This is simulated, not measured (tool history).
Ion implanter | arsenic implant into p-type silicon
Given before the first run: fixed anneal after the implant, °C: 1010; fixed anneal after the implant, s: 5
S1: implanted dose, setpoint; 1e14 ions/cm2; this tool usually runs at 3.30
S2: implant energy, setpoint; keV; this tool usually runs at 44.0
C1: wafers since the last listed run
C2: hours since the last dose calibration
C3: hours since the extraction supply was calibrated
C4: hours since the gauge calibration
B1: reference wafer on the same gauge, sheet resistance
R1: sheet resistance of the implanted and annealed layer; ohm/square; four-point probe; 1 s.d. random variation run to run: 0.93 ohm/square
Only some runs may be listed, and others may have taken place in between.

| run | hour | S1 | S2 | C1 | C2 | C3 | C4 | B1 | R1 |
|---|---|---|---|---|---|---|---|---|---|
| 1 | 0.0 | 3.30 | 51.0 | 0 | 518.3 | 1265.7 | 198.3 | 251.99 | 245.85 |
| 2 | 61.5 | 3.30 | 44.0 | 859 | 579.8 | 1327.2 | 259.8 | 252.22 | 250.99 |
| 3 | 125.9 | 3.30 | 44.0 | 899 | 644.2 | 1391.6 | 324.2 | 252.50 | 252.13 |
| 4 | 160.4 | 3.30 | 44.0 | 481 | 678.7 | 1426.1 | 358.7 | 251.92 | 251.70 |
| 5 | 231.7 | 3.30 | 44.0 | 996 | 750.0 | 1497.4 | 430.0 | 251.96 | 251.51 |
| 6 | 274.2 | 3.30 | 44.0 | 593 | 792.5 | 1539.9 | 472.5 | 252.03 | 251.31 |
| 7 | 346.0 | 3.30 | 44.0 | 1003 | 864.3 | 1611.7 | 544.3 | 252.42 | 251.99 |
| 8 | 405.4 | 3.30 | 44.0 | 829 | 923.7 | 1671.1 | 603.7 | 252.05 | 253.02 |
| 9 | 446.5 | 3.30 | 44.0 | 574 | 964.8 | 1712.2 | 644.8 | 251.90 | 253.05 |
| 10 | 507.2 | 3.30 | 44.0 | 847 | 1025.5 | 1772.9 | 705.5 | 252.07 | 252.41 |
| 11 | 566.2 | 3.69 | 44.0 | 824 | 1084.5 | 1831.9 | 764.5 | 251.73 | 232.51 |
| 12 | 590.5 | 3.69 | 44.0 | 339 | 1108.8 | 1856.2 | 788.8 | 252.00 | 231.97 |
| 13 | 651.0 | 3.69 | 44.0 | 845 | 1169.3 | 1916.7 | 849.3 | 252.30 | 232.74 |
| 14 | 712.2 | 3.30 | 35.0 | 854 | 1230.5 | 1977.9 | 910.5 | 251.99 | 261.80 |
| 15 | 744.2 | 3.78 | 48.5 | 447 | 1262.5 | 2009.9 | 942.5 | 251.97 | 226.88 |
| 16 | 814.6 | 3.73 | 51.5 | 983 | 1332.9 | 2080.3 | 1012.9 | 252.26 | 228.74 |
| 17 | 869.1 | 3.69 | 50.5 | 761 | 1387.4 | 2134.8 | 1067.4 | 252.37 | 229.33 |
|  | 888.0 | gauge calibrated |
| 18 | 911.5 | 2.82 | 58.5 | 592 | 1429.8 | 2177.2 | 23.5 | 251.99 | 275.57 |
| 19 | 955.0 | 3.67 | 30.0 | 607 | 1473.3 | 2220.7 | 67.0 | 252.19 | 249.24 |
|  | 986.7 | extraction supply calibrated |
| 20 | 987.2 | 3.30 | 44.0 | 338 | 1505.5 | 0.5 | 99.2 | 251.96 | 254.67 |
| 21 | 1018.0 | 3.71 | 37.0 | 430 | 1536.3 | 31.3 | 130.0 | 252.17 | 241.08 |
| 22 | 1042.7 | 2.93 | 44.0 | 345 | 1561.0 | 56.0 | 154.7 | 251.96 | 279.44 |
|  | 1051.6 | Faraday cup replaced and dose calibrated |
| 23 | 1114.0 | 3.69 | 50.5 | 884 | 62.4 | 127.3 | 226.0 | 251.87 | 226.57 |
| 24 | 1152.8 | 3.30 | 44.0 | 542 | 101.2 | 166.1 | 264.8 | 251.97 | 249.69 |
| 25 | 1191.5 | 3.96 | 56.0 | 540 | 139.9 | 204.8 | 303.5 | 252.00 | 211.64 |
| 26 | 1252.5 | 2.99 | 29.5 | 852 | 200.9 | 265.8 | 364.5 | 252.00 | 286.48 |
| 27 | 1319.2 | 3.30 | 32.0 | 931 | 267.6 | 332.5 | 431.2 | 252.27 | 262.01 |
| 28 | 1385.1 | 3.30 | 35.5 | 920 | 333.5 | 398.4 | 497.1 | 252.27 | 259.70 |

Entry by entry between the runs, the difference in hidden state between the last listed run before and the first listed run after:
Logged between run 17 and run 18: gauge calibrated (hour 888.0)
  deviation of the true dose from the Faraday cup's reading, %: -2.5 -> -2.65
  the result without the hidden state subtracted from the measured one, R1: +4.24 -> +5.28 ohm/square
Logged between run 19 and run 20: extraction supply calibrated (hour 986.7)
  deviation of the true dose from the Faraday cup's reading, %: -2.81 -> -2.93
  the result without the hidden state subtracted from the measured one, R1: +5.16 -> +5.49 ohm/square
Logged between run 22 and run 23: Faraday cup replaced and dose calibrated (hour 1051.6)
  deviation of the true dose from the Faraday cup's reading, %: -3.14 -> -0.415
  the result without the hidden state subtracted from the measured one, R1: +6.41 -> +0.70 ohm/square

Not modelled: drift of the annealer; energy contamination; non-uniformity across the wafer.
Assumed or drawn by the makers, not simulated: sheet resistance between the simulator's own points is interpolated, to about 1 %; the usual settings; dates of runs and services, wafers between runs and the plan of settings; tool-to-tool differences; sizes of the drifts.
